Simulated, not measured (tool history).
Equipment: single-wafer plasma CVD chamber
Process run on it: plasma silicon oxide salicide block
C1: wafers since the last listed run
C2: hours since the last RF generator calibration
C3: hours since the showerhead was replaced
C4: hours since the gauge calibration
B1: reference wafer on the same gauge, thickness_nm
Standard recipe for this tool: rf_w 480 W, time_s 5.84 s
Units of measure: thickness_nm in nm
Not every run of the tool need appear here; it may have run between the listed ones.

{"run": 1, "hour": 0.0, "rf_w": 480, "time_s": 5.84, "C1": 0, "C2": 1248.5, "C3": 8332.9, "C4": 110.9, "B1": 48.744, "thickness_nm": 52.823}
{"run": 2, "hour": 14.2, "rf_w": 480, "time_s": 5.84, "C1": 652, "C2": 1262.7, "C3": 8347.1, "C4": 125.1, "B1": 48.772, "thickness_nm": 52.717}
{"run": 3, "hour": 46.6, "rf_w": 510, "time_s": 5.84, "C1": 1488, "C2": 1295.1, "C3": 8379.5, "C4": 157.5, "B1": 48.791, "thickness_nm": 54.131}
{"run": 4, "hour": 113.3, "rf_w": 510, "time_s": 5.84, "C1": 3065, "C2": 1361.8, "C3": 8446.2, "C4": 224.2, "B1": 48.794, "thickness_nm": 54.146}
{"run": 5, "hour": 147.8, "rf_w": 510, "time_s": 5.84, "C1": 1585, "C2": 1396.3, "C3": 8480.7, "C4": 258.7, "B1": 48.801, "thickness_nm": 54.07}
{"run": 6, "hour": 170.7, "rf_w": 455, "time_s": 5.84, "C1": 1052, "C2": 1419.2, "C3": 8503.6, "C4": 281.6, "B1": 48.852, "thickness_nm": 51.567}
{"run": 7, "hour": 194.7, "rf_w": 455, "time_s": 5.84, "C1": 1102, "C2": 1443.2, "C3": 8527.6, "C4": 305.6, "B1": 48.81, "thickness_nm": 51.715}
{"run": 8, "hour": 206.9, "rf_w": 480, "time_s": 5.84, "C1": 560, "C2": 1455.4, "C3": 8539.8, "C4": 317.8, "B1": 48.787, "thickness_nm": 52.641}
{"run": 9, "hour": 229.8, "rf_w": 480, "time_s": 5.84, "C1": 1052, "C2": 1478.3, "C3": 8562.7, "C4": 340.7, "B1": 48.825, "thickness_nm": 52.795}
{"run": 10, "hour": 265.6, "rf_w": 480, "time_s": 5.84, "C1": 1645, "C2": 1514.1, "C3": 8598.5, "C4": 376.5, "B1": 48.728, "thickness_nm": 52.589}
{"run": 11, "hour": 280.7, "rf_w": 525, "time_s": 5.84, "C1": 693, "C2": 1529.2, "C3": 8613.6, "C4": 391.6, "B1": 48.785, "thickness_nm": 54.685}
{"run": 12, "hour": 305.3, "rf_w": 525, "time_s": 5.84, "C1": 1130, "C2": 1553.8, "C3": 8638.2, "C4": 416.2, "B1": 48.831, "thickness_nm": 54.259}
{"run": 13, "hour": 323.8, "rf_w": 525, "time_s": 5.84, "C1": 850, "C2": 1572.3, "C3": 8656.7, "C4": 434.7, "B1": 48.765, "thickness_nm": 54.459}
{"run": 14, "hour": 343.2, "rf_w": 480, "time_s": 5.84, "C1": 891, "C2": 1591.7, "C3": 8676.1, "C4": 454.1, "B1": 48.797, "thickness_nm": 52.936}
{"run": 15, "hour": 366.9, "rf_w": 480, "time_s": 5.84, "C1": 1089, "C2": 1615.4, "C3": 8699.8, "C4": 477.8, "B1": 48.854, "thickness_nm": 52.17}
{"run": 16, "hour": 386.8, "rf_w": 480, "time_s": 5.84, "C1": 914, "C2": 1635.3, "C3": 8719.7, "C4": 497.7, "B1": 48.79, "thickness_nm": 52.211}
{"run": 17, "hour": 404.6, "rf_w": 480, "time_s": 5.84, "C1": 817, "C2": 1653.1, "C3": 8737.5, "C4": 515.5, "B1": 48.758, "thickness_nm": 52.535}
{"run": 18, "hour": 439.1, "rf_w": 435, "time_s": 5.84, "C1": 1585, "C2": 1687.6, "C3": 8772, "C4": 550, "B1": 48.882, "thickness_nm": 50.15}
{"run": 19, "hour": 472.4, "rf_w": 575, "time_s": 5.38, "C1": 1530, "C2": 1720.9, "C3": 8805.3, "C4": 583.3, "B1": 48.854, "thickness_nm": 51.361}
{"run": 20, "hour": 486.3, "rf_w": 555, "time_s": 4.97, "C1": 638, "C2": 1734.8, "C3": 8819.2, "C4": 597.2, "B1": 48.808, "thickness_nm": 47.558}
{"hour": 542.7, "done": "showerhead replaced, of another model than before"}
{"hour": 556.6, "done": "gauge calibrated"}
{"run": 21, "hour": 576.6, "rf_w": 570, "time_s": 5.29, "C1": 3781, "C2": 1825.1, "C3": 33.9, "C4": 20, "B1": 48.798, "thickness_nm": 49.683}
{"run": 22, "hour": 595.4, "rf_w": 560, "time_s": 4.87, "C1": 863, "C2": 1843.9, "C3": 52.7, "C4": 38.8, "B1": 48.858, "thickness_nm": 45.507}
{"run": 23, "hour": 612.1, "rf_w": 560, "time_s": 6.96, "C1": 767, "C2": 1860.6, "C3": 69.4, "C4": 55.5, "B1": 48.742, "thickness_nm": 64.709}
{"run": 24, "hour": 625.4, "rf_w": 480, "time_s": 5.84, "C1": 611, "C2": 1873.9, "C3": 82.7, "C4": 68.8, "B1": 48.823, "thickness_nm": 53.194}
{"run": 25, "hour": 649.5, "rf_w": 480, "time_s": 5.84, "C1": 1107, "C2": 1898, "C3": 106.8, "C4": 92.9, "B1": 48.814, "thickness_nm": 53.037}
{"run": 26, "hour": 676.2, "rf_w": 415, "time_s": 6.16, "C1": 1226, "C2": 1924.7, "C3": 133.5, "C4": 119.6, "B1": 48.772, "thickness_nm": 54.075}
{"run": 27, "hour": 693.5, "rf_w": 550, "time_s": 4.91, "C1": 794, "C2": 1942, "C3": 150.8, "C4": 136.9, "B1": 48.856, "thickness_nm": 45.749}
{"hour": 739.5, "done": "RF generator calibrated"}
{"run": 28, "hour": 759.9, "rf_w": 480, "time_s": 5.47, "C1": 2683, "C2": 20.4, "C3": 217.2, "C4": 203.3, "B1": 48.854, "thickness_nm": 50.393}
{"run": 29, "hour": 787.9, "rf_w": 530, "time_s": 6.95, "C1": 1286, "C2": 48.4, "C3": 245.2, "C4": 231.3, "B1": 48.771, "thickness_nm": 65.415}
{"run": 30, "hour": 821.4, "rf_w": 390, "time_s": 5.05, "C1": 1539, "C2": 81.9, "C3": 278.7, "C4": 264.8, "B1": 48.809, "thickness_nm": 44.585}
{"run": 31, "hour": 834.5, "rf_w": 480, "time_s": 5.84, "C1": 601, "C2": 95, "C3": 291.8, "C4": 277.9, "B1": 48.771, "thickness_nm": 54.173}
{"run": 32, "hour": 863.9, "rf_w": 480, "time_s": 6.39, "C1": 1350, "C2": 124.4, "C3": 321.2, "C4": 307.3, "B1": 48.765, "thickness_nm": 58.945}
{"run": 33, "hour": 895.2, "rf_w": 480, "time_s": 5.84, "C1": 1438, "C2": 155.7, "C3": 352.5, "C4": 338.6, "B1": 48.779, "thickness_nm": 53.79}
{"run": 34, "hour": 911.9, "rf_w": 565, "time_s": 6.39, "C1": 767, "C2": 172.4, "C3": 369.2, "C4": 355.3, "B1": 48.759, "thickness_nm": 61.039}
{"run": 35, "hour": 942.7, "rf_w": 560, "time_s": 6.37, "C1": 1415, "C2": 203.2, "C3": 400, "C4": 386.1, "B1": 48.782, "thickness_nm": 60.912}

Selected run-to-run steps in thickness_nm, each split into two signed amounts: the part the tool would show with no hidden state at all (from settings, incoming material and random variation), and the remainder, which goes to the hidden state together with any gauge scatter not common to the measured and the hidden-state-free results:
Unlogged tool condition in this case: delivered RF power above the setpoint (%); gauge reads high (%).
Run 20 -> 21: rf_w 555 -> 570, time_s 4.97 -> 5.29, showerhead replaced, of another model than before, gauge calibrated. thickness_nm +2.125 nm: hidden state +0.736, all else +1.389.
Run 22 -> 23: time_s 4.87 -> 6.96. thickness_nm +19.202 nm: hidden state -0.404, all else +19.606.
Run 27 -> 28: rf_w 550 -> 480, time_s 4.91 -> 5.47, RF generator calibrated. thickness_nm +4.644 nm: hidden state +0.908, all else +3.736.
Run 28 -> 29: rf_w 480 -> 530, time_s 5.47 -> 6.95. thickness_nm +15.022 nm: hidden state -0.031, all else +15.053.
Run 29 -> 30: rf_w 530 -> 390, time_s 6.95 -> 5.05. thickness_nm -20.83 nm: hidden state +0.041, all else -20.871.

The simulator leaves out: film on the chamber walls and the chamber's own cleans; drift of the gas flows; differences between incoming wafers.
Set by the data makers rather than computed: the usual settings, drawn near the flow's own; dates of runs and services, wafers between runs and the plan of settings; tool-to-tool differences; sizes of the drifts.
